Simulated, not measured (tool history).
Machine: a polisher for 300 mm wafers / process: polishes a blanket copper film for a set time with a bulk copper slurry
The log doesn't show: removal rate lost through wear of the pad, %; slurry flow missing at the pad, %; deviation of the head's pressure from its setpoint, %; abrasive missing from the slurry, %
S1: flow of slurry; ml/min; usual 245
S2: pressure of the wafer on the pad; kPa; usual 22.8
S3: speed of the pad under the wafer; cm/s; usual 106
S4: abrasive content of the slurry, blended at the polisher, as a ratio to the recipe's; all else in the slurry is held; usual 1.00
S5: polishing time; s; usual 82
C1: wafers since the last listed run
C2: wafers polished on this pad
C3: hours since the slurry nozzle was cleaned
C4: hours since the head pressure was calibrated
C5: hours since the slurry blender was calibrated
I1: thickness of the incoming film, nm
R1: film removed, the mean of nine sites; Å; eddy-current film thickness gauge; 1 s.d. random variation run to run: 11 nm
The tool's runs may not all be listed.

{"run": 1, "day": 0.0, "S1": 245, "S2": 29.0, "S3": 106, "S4": 1.0, "S5": 82, "C1": 0, "C2": 830, "C3": 289.8, "C4": 677.9, "C5": 199.0, "I1": 2925.3, "R1": 10362}
{"day": 0.288, "done": "slurry blender recalibrated"}
{"run": 2, "day": 0.446, "S1": 245, "S2": 29.0, "S3": 106, "S4": 1.0, "S5": 82, "C1": 58, "C2": 888, "C3": 300.5, "C4": 688.6, "C5": 3.8, "I1": 2957.9, "R1": 10894}
{"run": 3, "day": 0.962, "S1": 245, "S2": 22.8, "S3": 106, "S4": 1.0, "S5": 82, "C1": 83, "C2": 972, "C3": 312.9, "C4": 701.0, "C5": 16.2, "I1": 2907.1, "R1": 8581}
{"run": 4, "day": 1.562, "S1": 245, "S2": 22.8, "S3": 106, "S4": 1.0, "S5": 82, "C1": 96, "C2": 1068, "C3": 327.3, "C4": 715.4, "C5": 30.6, "I1": 2903.8, "R1": 8525}
{"run": 5, "day": 2.021, "S1": 245, "S2": 22.8, "S3": 106, "S4": 1.0, "S5": 82, "C1": 73, "C2": 1142, "C3": 338.3, "C4": 726.4, "C5": 41.6, "I1": 2902.4, "R1": 8601}
{"day": 3.096, "done": "worn pad replaced by a new one"}
{"run": 6, "day": 3.667, "S1": 245, "S2": 22.8, "S3": 106, "S4": 1.0, "S5": 82, "C1": 238, "C2": 91, "C3": 377.8, "C4": 765.9, "C5": 81.1, "I1": 2910.8, "R1": 8544}
{"run": 7, "day": 4.258, "S1": 190, "S2": 22.8, "S3": 106, "S4": 1.2, "S5": 82, "C1": 95, "C2": 187, "C3": 392.0, "C4": 780.1, "C5": 95.3, "I1": 2956.7, "R1": 8698}
{"run": 8, "day": 4.621, "S1": 190, "S2": 22.8, "S3": 106, "S4": 1.2, "S5": 82, "C1": 58, "C2": 245, "C3": 400.7, "C4": 788.8, "C5": 104.0, "I1": 2955.1, "R1": 8614}
{"run": 9, "day": 4.871, "S1": 190, "S2": 22.8, "S3": 106, "S4": 1.2, "S5": 82, "C1": 40, "C2": 286, "C3": 406.7, "C4": 794.8, "C5": 110.0, "I1": 2936.7, "R1": 8453}
{"run": 10, "day": 5.354, "S1": 245, "S2": 22.8, "S3": 122, "S4": 1.0, "S5": 82, "C1": 77, "C2": 364, "C3": 418.3, "C4": 806.4, "C5": 121.6, "I1": 2889.6, "R1": 9555}
{"run": 11, "day": 5.804, "S1": 245, "S2": 22.8, "S3": 122, "S4": 1.0, "S5": 82, "C1": 72, "C2": 436, "C3": 429.1, "C4": 817.2, "C5": 132.4, "I1": 2906.2, "R1": 9682}
{"run": 12, "day": 6.321, "S1": 245, "S2": 22.8, "S3": 106, "S4": 1.0, "S5": 82, "C1": 83, "C2": 520, "C3": 441.5, "C4": 829.6, "C5": 144.8, "I1": 2894.5, "R1": 8281}
{"run": 13, "day": 6.954, "S1": 245, "S2": 22.8, "S3": 106, "S4": 1.0, "S5": 82, "C1": 102, "C2": 622, "C3": 456.7, "C4": 844.8, "C5": 160.0, "I1": 2964.8, "R1": 8286}
{"run": 14, "day": 7.221, "S1": 245, "S2": 22.8, "S3": 106, "S4": 1.0, "S5": 82, "C1": 43, "C2": 665, "C3": 463.1, "C4": 851.2, "C5": 166.4, "I1": 2926.5, "R1": 8398}
{"day": 7.567, "done": "slurry nozzle cleaned"}
{"run": 15, "day": 7.883, "S1": 285, "S2": 22.8, "S3": 106, "S4": 1.0, "S5": 82, "C1": 100, "C2": 765, "C3": 7.6, "C4": 867.1, "C5": 182.3, "I1": 2914.9, "R1": 8363}
{"run": 16, "day": 8.438, "S1": 245, "S2": 22.8, "S3": 106, "S4": 1.0, "S5": 64, "C1": 89, "C2": 854, "C3": 20.9, "C4": 880.4, "C5": 195.6, "I1": 2898.3, "R1": 6527}
{"run": 17, "day": 9.167, "S1": 170, "S2": 29.6, "S3": 72, "S4": 1.0, "S5": 82, "C1": 117, "C2": 972, "C3": 38.4, "C4": 897.9, "C5": 213.1, "I1": 2899.7, "R1": 6978}
{"run": 18, "day": 9.688, "S1": 245, "S2": 22.8, "S3": 106, "S4": 1.0, "S5": 72, "C1": 84, "C2": 1056, "C3": 50.9, "C4": 910.4, "C5": 225.6, "I1": 2912.9, "R1": 7227}
{"day": 10.167, "done": "slurry blender recalibrated"}
{"run": 19, "day": 10.267, "S1": 245, "S2": 22.8, "S3": 128, "S4": 1.0, "S5": 104, "C1": 79, "C2": 1136, "C3": 64.8, "C4": 924.3, "C5": 2.4, "I1": 2903.5, "R1": 11977}
{"day": 10.483, "done": "worn pad replaced by a new one"}
{"run": 20, "day": 10.562, "S1": 245, "S2": 19.3, "S3": 132, "S4": 1.25, "S5": 74, "C1": 20, "C2": 12, "C3": 71.9, "C4": 931.4, "C5": 9.5, "I1": 2905.4, "R1": 7877}
{"run": 21, "day": 11.271, "S1": 245, "S2": 27.6, "S3": 106, "S4": 1.0, "S5": 82, "C1": 114, "C2": 126, "C3": 88.9, "C4": 948.4, "C5": 26.5, "I1": 2916.5, "R1": 9303}
{"run": 22, "day": 11.783, "S1": 245, "S2": 22.8, "S3": 106, "S4": 1.0, "S5": 82, "C1": 82, "C2": 209, "C3": 101.2, "C4": 960.7, "C5": 38.8, "I1": 2940.1, "R1": 7879}
{"day": 12.008, "done": "head pressure recalibrated"}
{"run": 23, "day": 12.467, "S1": 245, "S2": 22.8, "S3": 106, "S4": 1.0, "S5": 82, "C1": 96, "C2": 306, "C3": 117.6, "C4": 11.0, "C5": 55.2, "I1": 2895.1, "R1": 7586}
{"day": 13.112, "done": "slurry blender recalibrated, repeated, since the last time left the tool worse"}
{"run": 24, "day": 13.133, "S1": 190, "S2": 22.8, "S3": 106, "S4": 1.2, "S5": 82, "C1": 94, "C2": 400, "C3": 133.6, "C4": 27.0, "C5": 0.5, "I1": 2897.2, "R1": 8730}
{"run": 25, "day": 13.642, "S1": 245, "S2": 22.8, "S3": 80, "S4": 1.0, "S5": 82, "C1": 82, "C2": 482, "C3": 145.8, "C4": 39.2, "C5": 12.7, "I1": 2904.7, "R1": 6373}
{"run": 26, "day": 14.075, "S1": 195, "S2": 22.8, "S3": 128, "S4": 0.9, "S5": 99, "C1": 69, "C2": 552, "C3": 156.2, "C4": 49.6, "C5": 23.1, "I1": 2912.9, "R1": 11923}
{"run": 27, "day": 14.646, "S1": 245, "S2": 22.8, "S3": 106, "S4": 1.0, "S5": 82, "C1": 92, "C2": 644, "C3": 169.9, "C4": 63.3, "C5": 36.8, "I1": 2891.9, "R1": 8692}
{"run": 28, "day": 14.962, "S1": 165, "S2": 22.8, "S3": 86, "S4": 1.0, "S5": 82, "C1": 51, "C2": 695, "C3": 177.5, "C4": 70.9, "C5": 44.4, "I1": 2902.6, "R1": 6713}
{"run": 29, "day": 15.338, "S1": 245, "S2": 22.8, "S3": 68, "S4": 1.0, "S5": 82, "C1": 60, "C2": 756, "C3": 186.5, "C4": 79.9, "C5": 53.4, "I1": 2853.6, "R1": 5516}

Predict each of these 4 candidate next runs independently; none follows another, all start after run 29:
{"run": "A", "day": 15.354, "S1": 245, "S2": 22.8, "S3": 106, "S4": 1.0, "S5": 82, "C1": 2, "C2": 758, "C3": 186.9, "C4": 80.3, "C5": 53.8, "I1": 2951.4, "R1": "?"}
{"run": "B", "day": 15.354, "S1": 245, "S2": 27.6, "S3": 132, "S4": 0.8, "S5": 82, "C1": 2, "C2": 758, "C3": 186.9, "C4": 80.3, "C5": 53.8, "I1": 2951.4, "R1": "?"}
{"run": "C", "day": 15.354, "S1": 245, "S2": 22.8, "S3": 74, "S4": 1.3, "S5": 82, "C1": 2, "C2": 758, "C3": 186.9, "C4": 80.3, "C5": 53.8, "I1": 2951.4, "R1": "?"}
{"run": "D", "day": 15.354, "S1": 280, "S2": 15.9, "S3": 124, "S4": 1.0, "S5": 107, "C1": 2, "C2": 758, "C3": 186.9, "C4": 80.3, "C5": 53.8, "I1": 2951.4, "R1": "?"}

run=A R1=8535
run=B R1=12218
run=C R1=6283
run=D R1=9418
Take away the tool's hidden state, keep each run's random variation, and the runs would have read:
run=A R1=8636
run=B R1=12358
run=C R1=6359
run=D R1=9530
